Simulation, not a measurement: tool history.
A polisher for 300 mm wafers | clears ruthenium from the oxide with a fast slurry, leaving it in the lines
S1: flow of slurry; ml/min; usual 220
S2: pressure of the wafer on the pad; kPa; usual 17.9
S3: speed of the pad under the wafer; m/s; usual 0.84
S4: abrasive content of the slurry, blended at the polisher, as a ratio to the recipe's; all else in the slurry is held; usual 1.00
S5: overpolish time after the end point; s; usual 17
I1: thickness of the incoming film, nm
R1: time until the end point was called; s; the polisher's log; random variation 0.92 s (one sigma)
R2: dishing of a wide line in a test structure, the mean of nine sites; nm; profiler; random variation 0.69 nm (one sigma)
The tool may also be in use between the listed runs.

run 1 day=0.000 | S1=220 S2=17.9 S3=0.84 S4=1.00 S5=17 | I1=200.5 | R1=68.5 R2=41.4
run 2 day=0.262 | S1=220 S2=17.9 S3=0.84 S4=1.00 S5=17 | I1=198.8 | R1=67.9 R2=39.9
run 3 day=2.133 | S1=220 S2=17.9 S3=0.84 S4=1.00 S5=17 | I1=199.5 | R1=67.0 R2=40.7
run 4 day=2.717 | S1=220 S2=17.9 S3=0.84 S4=1.00 S5=17 | I1=202.3 | R1=68.6 R2=41.7
-- day=3.408 worn pad replaced by a new one
run 5 day=3.429 | S1=220 S2=17.9 S3=0.84 S4=1.00 S5=17 | I1=200.6 | R1=68.6 R2=42.0
-- day=3.592 slurry blender recalibrated
run 6 day=3.612 | S1=220 S2=13.8 S3=0.84 S4=1.00 S5=13 | I1=198.7 | R1=89.2 R2=24.3
run 7 day=4.050 | S1=220 S2=13.8 S3=0.84 S4=1.00 S5=13 | I1=202.0 | R1=89.8 R2=25.5
run 8 day=4.646 | S1=220 S2=17.9 S3=0.84 S4=1.00 S5=17 | I1=202.1 | R1=67.9 R2=40.7
run 9 day=5.612 | S1=195 S2=17.9 S3=0.84 S4=1.00 S5=13 | I1=201.6 | R1=70.1 R2=31.8
run 10 day=6.138 | S1=220 S2=20.0 S3=0.96 S4=0.85 S5=24 | I1=203.2 | R1=59.4 R2=61.8
run 11 day=6.658 | S1=250 S2=17.9 S3=0.62 S4=1.00 S5=14 | I1=199.3 | R1=79.5 R2=29.3
run 12 day=6.950 | S1=220 S2=17.9 S3=0.84 S4=1.00 S5=17 | I1=196.5 | R1=66.1 R2=42.1
run 13 day=7.504 | S1=220 S2=14.5 S3=1.10 S4=0.75 S5=21 | I1=198.3 | R1=75.2 R2=44.3
run 14 day=7.875 | S1=195 S2=13.1 S3=0.84 S4=1.20 S5=17 | I1=198.3 | R1=91.3 R2=30.6
-- day=7.983 slurry blender recalibrated
run 15 day=8.367 | S1=220 S2=14.5 S3=0.68 S4=0.90 S5=17 | I1=198.5 | R1=96.3 R2=29.9
-- day=8.708 worn pad replaced by a new one
run 16 day=8.850 | S1=245 S2=22.1 S3=1.02 S4=1.00 S5=17 | I1=196.1 | R1=46.5 R2=55.1
run 17 day=9.433 | S1=250 S2=17.9 S3=0.62 S4=1.00 S5=14 | I1=198.3 | R1=79.3 R2=30.0
-- day=9.538 head pressure recalibrated
run 18 day=10.121 | S1=220 S2=20.0 S3=0.56 S4=0.85 S5=26 | I1=200.3 | R1=78.7 R2=52.4
run 19 day=10.858 | S1=220 S2=19.3 S3=1.08 S4=1.00 S5=24 | I1=202.4 | R1=55.0 R2=63.0
run 20 day=11.600 | S1=220 S2=17.9 S3=0.84 S4=1.00 S5=17 | I1=200.8 | R1=69.3 R2=41.2
run 21 day=11.879 | S1=180 S2=20.7 S3=0.84 S4=1.20 S5=25 | I1=200.9 | R1=58.1 R2=63.8
run 22 day=12.542 | S1=195 S2=17.9 S3=0.84 S4=1.00 S5=13 | I1=202.6 | R1=70.3 R2=31.6
-- day=12.683 slurry blender recalibrated
run 23 day=13.662 | S1=220 S2=17.9 S3=0.94 S4=1.00 S5=11 | I1=195.9 | R1=61.2 R2=30.6
-- day=14.225 worn pad replaced by a new one
run 24 day=14.246 | S1=220 S2=12.4 S3=0.70 S4=1.00 S5=23 | I1=198.3 | R1=110.3 R2=34.6

The next listed run, before its measurement:
run 25 day=14.888 | S1=220 S2=14.5 S3=0.68 S4=0.90 S5=17 | I1=198.8 | R1=? R2=?

Run 25 gave R1 95.6 s, R2 29.7 nm.
Without the tool's hidden state the same run would have given R1 95.6 s, R2 29.7 nm.
